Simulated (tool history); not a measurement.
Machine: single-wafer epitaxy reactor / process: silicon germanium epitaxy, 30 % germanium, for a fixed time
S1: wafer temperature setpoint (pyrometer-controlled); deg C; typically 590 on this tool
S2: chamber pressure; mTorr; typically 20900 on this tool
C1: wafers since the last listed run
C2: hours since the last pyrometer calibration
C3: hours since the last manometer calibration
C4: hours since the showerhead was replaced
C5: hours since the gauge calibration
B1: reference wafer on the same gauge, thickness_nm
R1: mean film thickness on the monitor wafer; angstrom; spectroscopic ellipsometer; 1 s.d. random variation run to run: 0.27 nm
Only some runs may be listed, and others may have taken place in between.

Run 1, hour 0.0: usual settings but S1 579 deg C; C1 0; C2 1301.5; C3 1609.7; C4 3590.2; C5 1123.2; B1 49.769. Result: R1 431.01 angstrom.
Run 2, hour 28.4: usual settings but S1 579 deg C; C1 526; C2 1329.9; C3 1638.1; C4 3618.6; C5 1151.6; B1 49.663. Result: R1 434.80 angstrom.
Run 3, hour 179.0: usual settings but S1 593 deg C; C1 2791; C2 1480.5; C3 1788.7; C4 3769.2; C5 1302.2; B1 49.786. Result: R1 549.12 angstrom.
Run 4, hour 206.4: usual settings but S1 593 deg C; C1 507; C2 1507.9; C3 1816.1; C4 3796.6; C5 1329.6; B1 49.683. Result: R1 545.85 angstrom.
Run 5, hour 276.1: usual settings but S1 596 deg C; C1 1292; C2 1577.6; C3 1885.8; C4 3866.3; C5 1399.3; B1 49.555. Result: R1 576.86 angstrom.
Run 6, hour 304.8: usual settings but S1 596 deg C; C1 532; C2 1606.3; C3 1914.5; C4 3895.0; C5 1428.0; B1 49.731. Result: R1 575.05 angstrom.
Run 7, hour 349.5: usual settings but S1 597 deg C, S2 16700 mTorr; C1 828; C2 1651.0; C3 1959.2; C4 3939.7; C5 1472.7; B1 49.605. Result: R1 537.92 angstrom.
Run 8, hour 402.4: usual settings; C1 980; C2 1703.9; C3 2012.1; C4 3992.6; C5 1525.6; B1 49.637. Result: R1 524.58 angstrom.
Run 9, hour 465.6: usual settings; C1 1171; C2 1767.1; C3 2075.3; C4 4055.8; C5 1588.8; B1 49.646. Result: R1 526.49 angstrom.
Run 10, hour 512.6: usual settings; C1 871; C2 1814.1; C3 2122.3; C4 4102.8; C5 1635.8; B1 49.614. Result: R1 523.15 angstrom.
Run 11, hour 562.7: usual settings; C1 928; C2 1864.2; C3 2172.4; C4 4152.9; C5 1685.9; B1 49.752. Result: R1 533.04 angstrom.
Run 12, hour 622.4: usual settings; C1 1106; C2 1923.9; C3 2232.1; C4 4212.6; C5 1745.6; B1 49.515. Result: R1 530.00 angstrom.
Run 13, hour 667.1: usual settings; C1 828; C2 1968.6; C3 2276.8; C4 4257.3; C5 1790.3; B1 49.801. Result: R1 533.91 angstrom.
Run 14, hour 730.3: usual settings; C1 1171; C2 2031.8; C3 2340.0; C4 4320.5; C5 1853.5; B1 49.666. Result: R1 534.94 angstrom.
Run 15, hour 801.3: usual settings but S1 576 deg C, S2 19300 mTorr; C1 1316; C2 2102.8; C3 2411.0; C4 4391.5; C5 1924.5; B1 49.591. Result: R1 407.60 angstrom.
Run 16, hour 854.4: usual settings; C1 984; C2 2155.9; C3 2464.1; C4 4444.6; C5 1977.6; B1 49.749. Result: R1 529.72 angstrom.
At hour 873.9: capacitance manometer re-zeroed and calibrated.
Run 17, hour 902.2: usual settings but S2 24800 mTorr; C1 737; C2 2203.7; C3 28.3; C4 4492.4; C5 2025.4; B1 49.701. Result: R1 576.51 angstrom.
Run 18, hour 934.2: usual settings; C1 593; C2 2235.7; C3 60.3; C4 4524.4; C5 2057.4; B1 49.680. Result: R1 531.56 angstrom.
At hour 963.0: gauge calibrated.
At hour 978.9: pyrometer calibrated.
Run 19, hour 988.5: usual settings but S1 605 deg C; C1 858; C2 9.6; C3 114.6; C4 4578.7; C5 25.5; B1 49.735. Result: R1 623.53 angstrom.
Run 20, hour 1035.5: usual settings but S2 23200 mTorr; C1 871; C2 56.6; C3 161.6; C4 4625.7; C5 72.5; B1 49.592. Result: R1 512.78 angstrom.
At hour 1058.2: showerhead replaced, of another model than before.
Run 21, hour 1084.0: usual settings but S1 598 deg C, S2 18000 mTorr; C1 750; C2 105.1; C3 210.1; C4 25.8; C5 121.0; B1 49.784. Result: R1 515.33 angstrom.
Run 22, hour 1136.7: usual settings but S1 605 deg C, S2 23400 mTorr; C1 976; C2 157.8; C3 262.8; C4 78.5; C5 173.7; B1 49.673. Result: R1 682.18 angstrom.
Run 23, hour 1161.1: usual settings; C1 452; C2 182.2; C3 287.2; C4 102.9; C5 198.1; B1 49.706. Result: R1 500.48 angstrom.
Run 24, hour 1205.6: usual settings but S1 603 deg C, S2 19500 mTorr; C1 824; C2 226.7; C3 331.7; C4 147.4; C5 242.6; B1 49.789. Result: R1 592.05 angstrom.
Run 25, hour 1238.8: usual settings but S1 597 deg C, S2 24200 mTorr; C1 615; C2 259.9; C3 364.9; C4 180.6; C5 275.8; B1 49.812. Result: R1 606.72 angstrom.
Run 26, hour 1292.6: usual settings but S1 603 deg C, S2 18300 mTorr; C1 997; C2 313.7; C3 418.7; C4 234.4; C5 329.6; B1 49.631. Result: R1 562.85 angstrom.
Run 27, hour 1318.8: usual settings but S1 598 deg C; C1 485; C2 339.9; C3 444.9; C4 260.6; C5 355.8; B1 49.727. Result: R1 570.60 angstrom.
Run 28, hour 1375.8: usual settings but S1 576 deg C, S2 23400 mTorr; C1 1056; C2 396.9; C3 501.9; C4 317.6; C5 412.8; B1 49.758. Result: R1 422.67 angstrom.
Run 29, hour 1403.2: usual settings; C1 507; C2 424.3; C3 529.3; C4 345.0; C5 440.2; B1 49.720. Result: R1 497.23 angstrom.
Run 30, hour 1461.0: usual settings but S1 578 deg C, S2 17300 mTorr; C1 1071; C2 482.1; C3 587.1; C4 402.8; C5 498.0; B1 49.628. Result: R1 365.63 angstrom.
Run 31, hour 1519.7: usual settings; C1 1088; C2 540.8; C3 645.8; C4 461.5; C5 556.7; B1 49.610. Result: R1 497.95 angstrom.
Run 32, hour 1565.6: usual settings but S1 585 deg C, S2 18000 mTorr; C1 850; C2 586.7; C3 691.7; C4 507.4; C5 602.6; B1 49.862. Result: R1 421.44 angstrom.
Run 33, hour 1613.6: usual settings; C1 889; C2 634.7; C3 739.7; C4 555.4; C5 650.6; B1 49.716. Result: R1 505.00 angstrom.
Run 34, hour 1683.2: usual settings but S1 594 deg C, S2 24700 mTorr; C1 1290; C2 704.3; C3 809.3; C4 625.0; C5 720.2; B1 49.668. Result: R1 597.42 angstrom.

Run by run, hidden condition taken away, random variation retained:
Unlogged tool condition in this case: wafer temperature above the value expected at the setpoint (K); true pressure above the setpoint (%); gauge reads high (%).
run      R1
  1  412.86
  2  416.08
  3  523.42
  4  519.81
  5  548.21
  6  545.96
  7  509.98
  8  496.06
  9  496.77
 10  492.83
 11  501.28
 12  497.40
 13  500.31
 14  500.18
 15  379.42
 16  493.20
 17  535.88
 18  493.56
 19  628.57
 20  516.21
 21  517.86
 22  684.28
 23  501.65
 24  592.50
 25  606.50
 26  561.62
 27  568.84
 28  420.45
 29  494.22
 30  362.62
 31  492.95
 32  416.50
 33  498.31
 34  588.16
